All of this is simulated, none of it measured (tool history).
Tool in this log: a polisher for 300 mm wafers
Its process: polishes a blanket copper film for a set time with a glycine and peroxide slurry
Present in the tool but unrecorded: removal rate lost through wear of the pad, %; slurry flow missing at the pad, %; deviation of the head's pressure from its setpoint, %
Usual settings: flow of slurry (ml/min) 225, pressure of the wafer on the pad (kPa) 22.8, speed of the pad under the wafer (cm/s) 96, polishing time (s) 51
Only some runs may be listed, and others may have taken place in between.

run   hour  flow of slurry (ml/min)  pressure of the wafer on the pad (kPa)  speed of the pad under the wafer (cm/s)  polishing time (s)  wafers since the last listed run  wafers polished on this pad  hours since the slurry nozzle was cleaned  hours since the head pressure was calibrated  incoming thickness of the incoming film, nm  film removed (Å)
  1    0.0                      225                                    22.8                                       96                  51                                 0                          633                                      394.0                                         795.4                                       1685.4              2752
  2    8.0                      225                                    22.8                                       96                  51                                63                          696                                      402.0                                         803.4                                       1660.7              2862
      34.2  -- worn pad replaced by a new one
  3   52.8                      250                                    22.8                                       96                  51                               323                          147                                      446.8                                         848.2                                       1672.6              2802
  4   65.6                      225                                    22.8                                       96                  40                               101                          249                                      459.6                                         861.0                                       1661.0              2213
  5   77.6                      225                                    22.8                                       96                  51                                95                          344                                      471.6                                         873.0                                       1656.2              2783
  6   85.4                      225                                    22.8                                       96                  51                                61                          406                                      479.4                                         880.8                                       1703.3              2882
  7   92.4                      225                                    22.8                                       96                  51                                55                          462                                      486.4                                         887.8                                       1688.6              2812
  8  106.5                      225                                    22.8                                       96                  51                               111                          574                                      500.5                                         901.9                                       1660.2              2853
  9  117.2                      225                                    22.8                                       96                  51                                84                          658                                      511.2                                         912.6                                       1672.0              2828
 10  125.3                      225                                    22.8                                       96                  51                                64                          723                                      519.3                                         920.7                                       1668.9              2832
 11  137.4                      225                                    22.8                                       96                  51                                96                          819                                      531.4                                         932.8                                       1707.9              2859
     143.8  -- worn pad replaced by a new one
 12  144.7                      225                                    22.8                                       96                  51                                26                            7                                      538.7                                         940.1                                       1685.7              2863
 13  152.0                      225                                    22.8                                       96                  51                                57                           65                                      546.0                                         947.4                                       1699.0              2827
     167.0  -- head pressure recalibrated
 14  168.7                      225                                    22.8                                       96                  51                               116                          181                                      562.7                                           1.7                                       1651.6              2648
     176.7  -- slurry nozzle cleaned
 15  180.4                      225                                    22.8                                       96                  51                                84                          266                                        3.7                                          13.4                                       1680.4              2585
 16  190.1                      225                                    22.8                                       96                  51                                76                          343                                       13.4                                          23.1                                       1687.7              2581
 17  200.4                      225                                    22.8                                       82                  40                                81                          425                                       23.7                                          33.4                                       1678.5              1813
 18  218.2                      225                                    22.8                                       96                  51                               141                          566                                       41.5                                          51.2                                       1695.5              2668
 19  229.7                      225                                    22.8                                       96                  51                                91                          657                                       53.0                                          62.7                                       1665.8              2605
 20  236.7                      225                                    22.8                                       96                  51                                55                          713                                       60.0                                          69.7                                       1692.5              2611
     254.3  -- worn pad replaced by a new one
 21  254.8                      225                                    22.8                                       96                  51                               111                            3                                       78.1                                          87.8                                       1670.8              2603
 22  264.2                      225                                    22.8                                       96                  51                                74                           78                                       87.5                                          97.2                                       1652.0              2584
 23  277.5                      225                                    22.8                                       96                  51                               105                          183                                      100.8                                         110.5                                       1657.2              2517
 24  321.9                      250                                    22.8                                       86                  51                               352                          536                                      145.2                                         154.9                                       1667.3              2443
 25  331.1                      225                                    22.8                                       96                  37                                73                          609                                      154.4                                         164.1                                       1685.3              1894
 26  339.2                      250                                    29.6                                      118                  41                                64                          673                                      162.5                                         172.2                                       1645.2              2926
     355.0  -- worn pad replaced by a new one
 27  356.4                      225                                    22.8                                       96                  51                               104                           10                                      179.7                                         189.4                                       1651.4              2589
 28  369.4                      160                                    22.8                                       82                  34                               103                          114                                      192.7                                         202.4                                       1649.2              1554
 29  377.4                      225                                    22.8                                      122                  65                                63                          177                                      200.7                                         210.4                                       1673.6              3899
 30  384.5                      225                                    22.8                                       96                  63                                56                          233                                      207.8                                         217.5                                       1677.5              3216
 31  397.2                      290                                    20.0                                       96                  36                               100                          334                                      220.5                                         230.2                                       1635.1              1711
 32  408.5                      155                                    22.8                                       96                  63                                89                          424                                      231.8                                         241.5                                       1704.3              3180
 33  433.8                      225                                    22.8                                       96                  51                               200                          625                                      257.1                                         266.8                                       1660.8              2658
 34  446.3                      260                                    17.2                                       96                  51                                99                          724                                      269.6                                         279.3                                       1687.7              2208
     452.0  -- worn pad replaced by a new one
 35  453.2                      225                                    26.2                                      122                  46                                23                            9                                      276.5                                         286.2                                       1692.8              3083
 36  466.7                      225                                    22.8                                      126                  64                               107                          116                                      290.0                                         299.7                                       1681.5              3988

Consider 5 possible next runs. They are alternatives, not a sequence: every one starts from the tool as it was left by run 36. What does each give?
  A  467.1                      225                                    22.8                                       96                  51                                 3                          119                                      290.4                                         300.1                                       1639.6                 ?
  B  467.1                      260                                    22.8                                       96                  57                                 3                          119                                      290.4                                         300.1                                       1639.6                 ?
  C  467.1                      300                                    22.8                                      126                  51                                 3                          119                                      290.4                                         300.1                                       1639.6                 ?
  D  467.1                      225                                    22.8                                       96                  42                                 3                          119                                      290.4                                         300.1                                       1639.6                 ?
  E  467.1                      225                                    25.5                                       96                  51                                 3                          119                                      290.4                                         300.1                                       1639.6                 ?

run  film removed (Å)
  A              2614
  B              2951
  C              3196
  D              2152
  E              2820
With the hidden condition removed and each run's random variation left untouched, the same runs would have given:
run  film removed (Å)
  A              2574
  B              2906
  C              3146
  D              2120
  E              2777

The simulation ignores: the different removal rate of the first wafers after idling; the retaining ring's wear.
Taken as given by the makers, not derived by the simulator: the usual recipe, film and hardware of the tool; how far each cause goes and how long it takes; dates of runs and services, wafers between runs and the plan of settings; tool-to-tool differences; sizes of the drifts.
